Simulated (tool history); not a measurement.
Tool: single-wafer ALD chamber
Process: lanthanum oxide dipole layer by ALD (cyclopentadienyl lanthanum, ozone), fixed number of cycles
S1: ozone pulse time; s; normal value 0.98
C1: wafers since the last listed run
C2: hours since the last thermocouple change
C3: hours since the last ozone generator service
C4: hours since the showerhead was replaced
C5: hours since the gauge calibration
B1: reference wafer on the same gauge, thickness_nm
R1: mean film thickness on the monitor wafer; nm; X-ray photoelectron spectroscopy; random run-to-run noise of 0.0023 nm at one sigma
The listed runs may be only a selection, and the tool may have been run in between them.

run    hour    S1    C1      C2      C3      C4      C5     B1     R1
  1       0  1.26     0   414.5   246.7    6031   356.8  0.375  0.453
  2    86.6  1.26  2316   501.1   333.3  6117.6   443.4  0.375  0.447
  3   179.8  1.26  2492   594.3   426.5  6210.8   536.6  0.376  0.447
  4   231.6  0.89  1385   646.1   478.3  6262.6   588.4  0.375  0.409
  5   280.1  0.89  1297   694.6   526.8  6311.1   636.9  0.375  0.411
  6   328.5  0.98  1294     743   575.2  6359.5   685.3  0.375  0.423
  7   364.9  0.98   973   779.4   611.6  6395.9   721.7  0.376   0.42
  8   405.5  0.98  1085     820   652.2  6436.5   762.3  0.375  0.416
  9   509.3  0.98  2776   923.8     756  6540.3   866.1  0.375   0.42
 10   614.4  0.98  2811  1028.9   861.1  6645.4   971.2  0.375  0.418
 11   690.5  0.98  2035    1105   937.2  6721.5  1047.3  0.376  0.412
      750.2  -- thermocouple changed; heater temperature recalibrated
 12   759.5  0.68  1631     9.3  1006.2  6790.5  1116.3  0.375  0.364
 13   820.8  0.98  1639    70.6  1067.5  6851.8  1177.6  0.375  0.414
      850.1  -- gauge calibrated
 14   874.5  0.84  1436   124.3  1121.2  6905.5    24.4  0.375  0.391
      972.3  -- showerhead replaced
 15   972.8  1.18  2415   222.6  1219.5     0.5   122.7  0.375  0.436
 16  1009.2  1.36   973     259  1255.9    36.9   159.1  0.375  0.452
 17    1117  1.21  2883   366.8  1363.7   144.7   266.9  0.375  0.439
     1165.4  -- ozone generator serviced
 18  1216.6  0.67  2449   466.4    51.2   244.3   366.5  0.375  0.343
 19  1260.7  0.86  1179   510.5    95.3   288.4   410.6  0.376  0.369
 20  1317.2  0.98  1511     567   151.8   344.9   467.1  0.375  0.386
 21  1385.4  1.14  1824   635.2     220   413.1   535.3  0.376  0.402
 22  1422.3  1.25   986   672.1   256.9     450   572.2  0.375  0.414
 23  1477.7  1.15  1481   727.5   312.3   505.4   627.6  0.375  0.399
 24  1535.5  1.33  1545   785.3   370.1   563.2   685.4  0.375  0.413
       1612  -- ozone generator serviced, repeated, since the last time left the tool worse
 25  1622.3  0.72  2107   872.1    10.3     650   772.2  0.375  0.404
 26  1700.3  0.98  2086   950.1    88.3     728   850.2  0.374  0.434
 27  1804.9  0.98  2797  1054.7   192.9   832.6   954.8  0.375  0.432
 28  1942.1  0.59  3669  1191.9   330.1   969.8    1092  0.375  0.367
     2013.5  -- gauge calibrated
 29  2034.1  1.19  2460  1283.9   422.1  1061.8    20.6  0.374  0.447
 30  2090.2  0.72  1500    1340   478.2  1117.9    76.7  0.375  0.386
     2154.5  -- thermocouple changed; heater temperature recalibrated
 31    2155  0.87  1519     0.5     543  1182.7   141.5  0.375  0.409

Forecast each of these 4 alternatives for the next run:
  A  2155.4  0.98  10  0.9  543.4  1183.1  141.9   ?   ?
  B  2155.4  0.63  10  0.9  543.4  1183.1  141.9   ?   ?
  C  2155.4  0.65  10  0.9  543.4  1183.1  141.9   ?   ?
  D  2155.4  1.27  10  0.9  543.4  1183.1  141.9   ?   ?

run     B1     R1
  A  0.376  0.421
  B  0.376  0.368
  C  0.376  0.372
  D  0.376   0.45
Stripped of hidden state, with their random variation kept, the same runs would have yielded:
run     R1
  A  0.439
  B   0.39
  C  0.393
  D  0.465
